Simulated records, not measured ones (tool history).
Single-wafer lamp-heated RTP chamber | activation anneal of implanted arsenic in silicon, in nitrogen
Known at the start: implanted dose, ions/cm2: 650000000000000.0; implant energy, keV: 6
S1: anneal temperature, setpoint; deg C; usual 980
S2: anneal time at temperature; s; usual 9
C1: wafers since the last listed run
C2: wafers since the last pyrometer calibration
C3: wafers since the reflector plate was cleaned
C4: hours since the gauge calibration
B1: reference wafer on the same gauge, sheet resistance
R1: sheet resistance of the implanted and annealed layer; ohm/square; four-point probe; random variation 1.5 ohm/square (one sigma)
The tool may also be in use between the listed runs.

Run 1, hour 0.0: usual settings; C1 0; C2 3912; C3 5907; C4 308.9; B1 227.46. Result: R1 240.82 ohm/square.
Run 2, hour 14.8: usual settings; C1 233; C2 4146; C3 6140; C4 323.7; B1 227.23. Result: R1 241.36 ohm/square.
Run 3, hour 21.1: usual settings; C1 99; C2 4246; C3 6240; C4 330.0; B1 227.00. Result: R1 239.90 ohm/square.
Run 4, hour 35.0: usual settings; C1 219; C2 4465; C3 6460; C4 343.9; B1 226.46. Result: R1 240.45 ohm/square.
Run 5, hour 48.4: usual settings; C1 211; C2 4677; C3 6671; C4 357.3; B1 226.58. Result: R1 239.96 ohm/square.
At hour 58.2: gauge calibrated.
Run 6, hour 63.5: usual settings but S1 993 deg C; C1 238; C2 4916; C3 6910; C4 5.3; B1 227.37. Result: R1 229.32 ohm/square.
Run 7, hour 81.5: usual settings; C1 284; C2 5200; C3 7195; C4 23.3; B1 227.09. Result: R1 240.85 ohm/square.
Run 8, hour 128.4: usual settings; C1 741; C2 5942; C3 7936; C4 70.2; B1 227.20. Result: R1 239.10 ohm/square.
Run 9, hour 136.9: usual settings; C1 134; C2 6076; C3 8070; C4 78.7; B1 227.26. Result: R1 240.20 ohm/square.
Run 10, hour 147.1: usual settings; C1 161; C2 6237; C3 8231; C4 88.9; B1 226.87. Result: R1 239.59 ohm/square.
Run 11, hour 154.0: usual settings; C1 109; C2 6346; C3 8340; C4 95.8; B1 227.00. Result: R1 239.33 ohm/square.
At hour 165.6: pyrometer window cleaned and pyrometer calibrated.
At hour 168.8: reflector plate cleaned.
Run 12, hour 169.3: usual settings; C1 64; C2 7; C3 7; C4 111.1; B1 226.96. Result: R1 245.00 ohm/square.
Run 13, hour 179.2: usual settings; C1 156; C2 163; C3 163; C4 121.0; B1 227.38. Result: R1 247.85 ohm/square.
Run 14, hour 186.9: usual settings but S1 987 deg C; C1 121; C2 285; C3 285; C4 128.7; B1 227.16. Result: R1 243.23 ohm/square.
Run 15, hour 200.7: usual settings but S1 962 deg C; C1 218; C2 503; C3 503; C4 142.5; B1 227.77. Result: R1 261.24 ohm/square.
Run 16, hour 218.0: usual settings but S1 959 deg C, S2 13 s; C1 273; C2 776; C3 776; C4 159.8; B1 226.48. Result: R1 254.42 ohm/square.
Run 17, hour 231.8: usual settings; C1 218; C2 995; C3 995; C4 173.6; B1 227.07. Result: R1 243.24 ohm/square.
Run 18, hour 239.2: usual settings but S1 954 deg C, S2 6 s; C1 116; C2 1112; C3 1112; C4 181.0; B1 227.12. Result: R1 278.49 ohm/square.
Run 19, hour 256.0: usual settings but S1 954 deg C, S2 5 s; C1 265; C2 1377; C3 1377; C4 197.8; B1 226.21. Result: R1 280.83 ohm/square.
Run 20, hour 279.9: usual settings; C1 377; C2 1755; C3 1755; C4 221.7; B1 227.02. Result: R1 243.08 ohm/square.
Run 21, hour 289.5: usual settings but S1 1001 deg C, S2 7 s; C1 151; C2 1907; C3 1907; C4 231.3; B1 226.85. Result: R1 237.08 ohm/square.
Run 22, hour 302.2: usual settings but S1 1004 deg C, S2 7 s; C1 200; C2 2107; C3 2107; C4 244.0; B1 226.71. Result: R1 230.72 ohm/square.
Run 23, hour 320.0: usual settings but S1 1003 deg C, S2 14 s; C1 281; C2 2389; C3 2389; C4 261.8; B1 227.37. Result: R1 216.43 ohm/square.
Run 24, hour 333.6: usual settings but S1 970 deg C, S2 7 s; C1 214; C2 2603; C3 2603; C4 275.4; B1 227.12. Result: R1 255.76 ohm/square.
Run 25, hour 348.8: usual settings; C1 240; C2 2844; C3 2844; C4 290.6; B1 227.00. Result: R1 240.61 ohm/square.
Run 26, hour 363.7: usual settings but S1 951 deg C, S2 11 s; C1 235; C2 3079; C3 3079; C4 305.5; B1 227.27. Result: R1 260.83 ohm/square.
Run 27, hour 381.1: usual settings; C1 274; C2 3354; C3 3354; C4 322.9; B1 226.74. Result: R1 241.02 ohm/square.
At hour 383.3: gauge calibrated.
Run 28, hour 396.2: usual settings but S2 14 s; C1 238; C2 3593; C3 3593; C4 12.9; B1 226.87. Result: R1 230.82 ohm/square.
Run 29, hour 408.9: usual settings but S1 968 deg C, S2 12 s; C1 200; C2 3794; C3 3794; C4 25.6; B1 227.44. Result: R1 242.99 ohm/square.
Run 30, hour 423.5: usual settings but S1 969 deg C, S2 4 s; C1 230; C2 4024; C3 4024; C4 40.2; B1 226.84. Result: R1 270.37 ohm/square.
Run 31, hour 435.0: usual settings but S2 13 s; C1 181; C2 4206; C3 4206; C4 51.7; B1 226.88. Result: R1 229.75 ohm/square.
Run 32, hour 446.6: usual settings but S2 6 s; C1 183; C2 4389; C3 4389; C4 63.3; B1 227.36. Result: R1 250.85 ohm/square.
Run 33, hour 459.0: usual settings but S1 970 deg C, S2 4 s; C1 195; C2 4585; C3 4585; C4 75.7; B1 227.33. Result: R1 268.63 ohm/square.
Run 34, hour 476.6: usual settings but S1 964 deg C, S2 12 s; C1 278; C2 4864; C3 4864; C4 93.3; B1 227.01. Result: R1 243.47 ohm/square.
Run 35, hour 488.4: usual settings; C1 186; C2 5050; C3 5050; C4 105.1; B1 226.66. Result: R1 241.66 ohm/square.
Run 36, hour 503.1: usual settings but S1 1002 deg C, S2 14 s; C1 232; C2 5282; C3 5282; C4 119.8; B1 227.14. Result: R1 215.82 ohm/square.
At hour 549.1: pyrometer window cleaned and pyrometer calibrated.
Run 37, hour 549.6: usual settings; C1 608; C2 7; C3 5891; C4 166.3; B1 226.78. Result: R1 246.83 ohm/square.

Some steps in R1 between neighbouring runs. How much of each would the tool show without its hidden state too (settings, what came in, random variation), and how much is left for the hidden state, with any gauge scatter that isn't in both results?
The hidden state here: true wafer temperature minus pyrometer reading, K; wafer temperature error from the tarnished reflector plate, K; gauge reads high (%).
Run 11 -> 12: pyrometer window cleaned and pyrometer calibrated, reflector plate cleaned. R1 +5.67 ohm/square: hidden state +7.18, all else -1.51.
Run 19 -> 20: S1 954 -> 980, S2 5 -> 9. R1 -37.75 ohm/square: hidden state +0.00, all else -37.75.
Run 23 -> 24: S1 1003 -> 970, S2 14 -> 7. R1 +39.33 ohm/square: hidden state -1.91, all else +41.24.
Run 30 -> 31: S1 969 -> 980, S2 4 -> 13. R1 -40.62 ohm/square: hidden state +2.05, all else -42.67.
Run 36 -> 37: S1 1002 -> 980, S2 14 -> 9, pyrometer window cleaned and pyrometer calibrated. R1 +31.01 ohm/square: hidden state +5.79, all else +25.22.
